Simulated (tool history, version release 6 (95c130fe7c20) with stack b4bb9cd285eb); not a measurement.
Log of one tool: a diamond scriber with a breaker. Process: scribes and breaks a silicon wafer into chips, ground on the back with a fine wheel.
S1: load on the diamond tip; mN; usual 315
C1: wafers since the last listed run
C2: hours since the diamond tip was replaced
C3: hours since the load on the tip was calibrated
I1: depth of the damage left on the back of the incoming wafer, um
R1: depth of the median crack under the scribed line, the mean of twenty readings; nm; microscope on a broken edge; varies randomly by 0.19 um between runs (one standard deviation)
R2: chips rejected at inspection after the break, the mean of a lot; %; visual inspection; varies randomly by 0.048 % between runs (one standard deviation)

run 1 hour=0 | S1=384 | C1=0 C2=828.9 C3=846.1 | I1=1.74 | R1=12630 R2=1
run 2 hour=13.5 | S1=384 | C1=25 C2=842.4 C3=859.6 | I1=2.13 | R1=13090 R2=1.27
run 3 hour=26.1 | S1=315 | C1=24 C2=855 C3=872.2 | I1=1.87 | R1=11360 R2=7.45
run 4 hour=46.8 | S1=370 | C1=39 C2=875.7 C3=892.9 | I1=1.55 | R1=12610 R2=1.94
run 5 hour=72.4 | S1=370 | C1=49 C2=901.3 C3=918.5 | I1=2.25 | R1=12160 R2=2.67
run 6 hour=94.6 | S1=315 | C1=42 C2=923.5 C3=940.7 | I1=1.86 | R1=11310 R2=9.32
run 7 hour=117.8 | S1=315 | C1=44 C2=946.7 C3=963.9 | I1=1.86 | R1=11050 R2=10
run 8 hour=143.8 | S1=315 | C1=49 C2=972.7 C3=989.9 | I1=1.72 | R1=11170 R2=11.54
run 9 hour=167.8 | S1=350 | C1=45 C2=996.7 C3=1013.9 | I1=2.82 | R1=11580 R2=7
run 10 hour=201.8 | S1=350 | C1=65 C2=1030.7 C3=1047.9 | I1=2.41 | R1=11750 R2=8.53
run 11 hour=222.4 | S1=350 | C1=39 C2=1051.3 C3=1068.5 | I1=2.5 | R1=11380 R2=9
run 12 hour=253.6 | S1=242 | C1=59 C2=1082.5 C3=1099.7 | I1=2.88 | R1=9360 R2=38.87
run 13 hour=289.2 | S1=387 | C1=68 C2=1118.1 C3=1135.3 | I1=2.26 | R1=11180 R2=6.59
-- hour=317 diamond tip replaced by a new one
run 14 hour=317.5 | S1=315 | C1=50 C2=0.5 C3=1163.6 | I1=1.55 | R1=12960 R2=0.94

Run 15, settings as shown, results not yet in. Your forecast:
run 15 hour=330.7 | S1=315 | C1=25 C2=13.7 C3=1176.8 | I1=1.62 | R1=? R2=?

{"run 15": {"R1": 12650, "R2": 1.02}}
Without the tool's hidden state the same run would have given R1 12810 nm, R2 0.96 %.
